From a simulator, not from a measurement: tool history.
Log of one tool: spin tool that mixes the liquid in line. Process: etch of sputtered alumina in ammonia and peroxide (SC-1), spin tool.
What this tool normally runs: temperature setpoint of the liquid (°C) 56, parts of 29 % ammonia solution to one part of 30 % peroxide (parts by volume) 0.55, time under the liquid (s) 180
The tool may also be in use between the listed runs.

run   hour  temperature setpoint of the liquid (°C)  parts of 29 % ammonia solution to one part of 30 % peroxide (parts by volume)  time under the liquid (s)  wafers since the last listed run  hours since the thermometer was replaced  hours since the ammonia flow meter was replaced  hours since the heated supply line was repaired  hours since the drum of ammonia solution was connected  hours since the gauge calibration  read-back film thickness of the sputtered alumina reference wafer, read on the same gauge (nm)  thickness taken off the sputtered alumina on a monitor wafer (angstrom)
  1      0                                       56                                                                           0.75                        180                                 0                                     761.2                                             76.2                                             78.8                                                   276.8                               25.4                                                                                              40                                                                    116.6
        77  -- thermometer replaced
  2     82                                       56                                                                           0.55                        180                               421                                         5                                            158.2                                            160.8                                                   358.8                              107.4                                                                                           40.02                                                                    112.5
  3   94.8                                       56                                                                           0.55                        180                                66                                      17.8                                              171                                            173.6                                                   371.6                              120.2                                                                                           39.99                                                                    110.8
  4  123.1                                       64                                                                           0.35                        240                               147                                      46.1                                            199.3                                            201.9                                                   399.9                              148.5                                                                                           39.98                                                                    216.4
  5  180.5                                       56                                                                           0.55                        180                               298                                     103.5                                            256.7                                            259.3                                                   457.3                              205.9                                                                                           39.98                                                                    112.4
  6  200.3                                       56                                                                           0.55                        180                               102                                     123.3                                            276.5                                            279.1                                                   477.1                              225.7                                                                                              40                                                                    112.2
  7  217.6                                     51.5                                                                           0.55                        180                                89                                     140.6                                            293.8                                            296.4                                                   494.4                                243                                                                                           39.99                                                                     88.6
  8  240.5                                     60.5                                                                           0.65                        135                               119                                     163.5                                            316.7                                            319.3                                                   517.3                              265.9                                                                                              40                                                                    108.1
     259.7  -- new drum of ammonia solution connected
  9  272.1                                       62                                                                           0.35                        180                               159                                     195.1                                            348.3                                            350.9                                                    12.4                              297.5                                                                                           39.97                                                                    146.6
 10  307.9                                       56                                                                           0.65                        180                               186                                     230.9                                            384.1                                            386.7                                                    48.2                              333.3                                                                                           39.99                                                                    114.7
 11  323.7                                       61                                                                           0.25                        290                                82                                     246.7                                            399.9                                            402.5                                                      64                              349.1                                                                                           39.99                                                                    218.8
 12  347.1                                       59                                                                           0.55                        180                               121                                     270.1                                            423.3                                            425.9                                                    87.4                              372.5                                                                                              40                                                                    128.8
 13  379.8                                       56                                                                           0.55                        255                               170                                     302.8                                              456                                            458.6                                                   120.1                              405.2                                                                                           39.98                                                                    156.8
 14  411.1                                       56                                                                           0.35                        180                               162                                     334.1                                            487.3                                            489.9                                                   151.4                              436.5                                                                                           40.03                                                                    106.8
 15  427.8                                       56                                                                            0.7                        280                                86                                     350.8                                              504                                            506.6                                                   168.1                              453.2                                                                                           40.03                                                                    174.4
 16  460.8                                     52.5                                                                           0.55                        250                               171                                     383.8                                              537                                            539.6                                                   201.1                              486.2                                                                                              40                                                                    126.8
 17  479.5                                     46.5                                                                           0.55                        180                                97                                     402.5                                            555.7                                            558.3                                                   219.8                              504.9                                                                                           40.01                                                                     65.4
 18  515.2                                       52                                                                            0.3                        285                               185                                     438.2                                            591.4                                              594                                                   255.5                              540.6                                                                                           40.01                                                                    133.4
 19  544.9                                     50.5                                                                           0.85                        110                               154                                     467.9                                            621.1                                            623.7                                                   285.2                              570.3                                                                                           39.97                                                                     51.8
 20  557.3                                     52.5                                                                           0.55                        280                                64                                     480.3                                            633.5                                            636.1                                                   297.6                              582.7                                                                                           40.01                                                                    140.8
 21  590.1                                       64                                                                           0.35                        240                               170                                     513.1                                            666.3                                            668.9                                                   330.4                              615.5                                                                                           39.99                                                                    210.3
 22  605.7                                     61.5                                                                           0.55                        180                                81                                     528.7                                            681.9                                            684.5                                                     346                              631.1                                                                                           39.99                                                                    148.2
 23  628.1                                     50.5                                                                            0.8                        145                               116                                     551.1                                            704.3                                            706.9                                                   368.4                              653.5                                                                                           39.99                                                                     67.4
 24  649.4                                     61.5                                                                            0.3                        180                               110                                     572.4                                            725.6                                            728.2                                                   389.7                              674.8                                                                                              40                                                                    138.4
 25  677.5                                     61.5                                                                           0.65                        180                               146                                     600.5                                            753.7                                            756.3                                                   417.8                              702.9                                                                                              40                                                                    148.1

4 options for the next run, each taken on its own from the tool as it stands now. Forecast them:
  A   678                                       56                                                                           0.55                        180                                 2                                       601                                            754.2                                            756.8                                                   418.3                              703.4                                                                                               ?                                                                        ?
  B   678                                       63                                                                           0.55                        180                                 2                                       601                                            754.2                                            756.8                                                   418.3                              703.4                                                                                               ?                                                                        ?
  C   678                                       52                                                                           0.25                         95                                 2                                       601                                            754.2                                            756.8                                                   418.3                              703.4                                                                                               ?                                                                        ?
  D   678                                       56                                                                           0.55                         80                                 2                                       601                                            754.2                                            756.8                                                   418.3                              703.4                                                                                               ?                                                                        ?

run  read-back film thickness of the sputtered alumina reference wafer, read on the same gauge (nm)  thickness taken off the sputtered alumina on a monitor wafer (angstrom)
  A                                                                                           39.99                                                                    109.8
  B                                                                                           39.99                                                                    157.8
  C                                                                                           39.99                                                                     43.4
  D                                                                                           39.99                                                                     48.8
Without the tool's hidden state the same runs would have given:
run  thickness taken off the sputtered alumina on a monitor wafer (angstrom)
  A                                                                    115.2
  B                                                                    165.3
  C                                                                     45.6
  D                                                                     51.2

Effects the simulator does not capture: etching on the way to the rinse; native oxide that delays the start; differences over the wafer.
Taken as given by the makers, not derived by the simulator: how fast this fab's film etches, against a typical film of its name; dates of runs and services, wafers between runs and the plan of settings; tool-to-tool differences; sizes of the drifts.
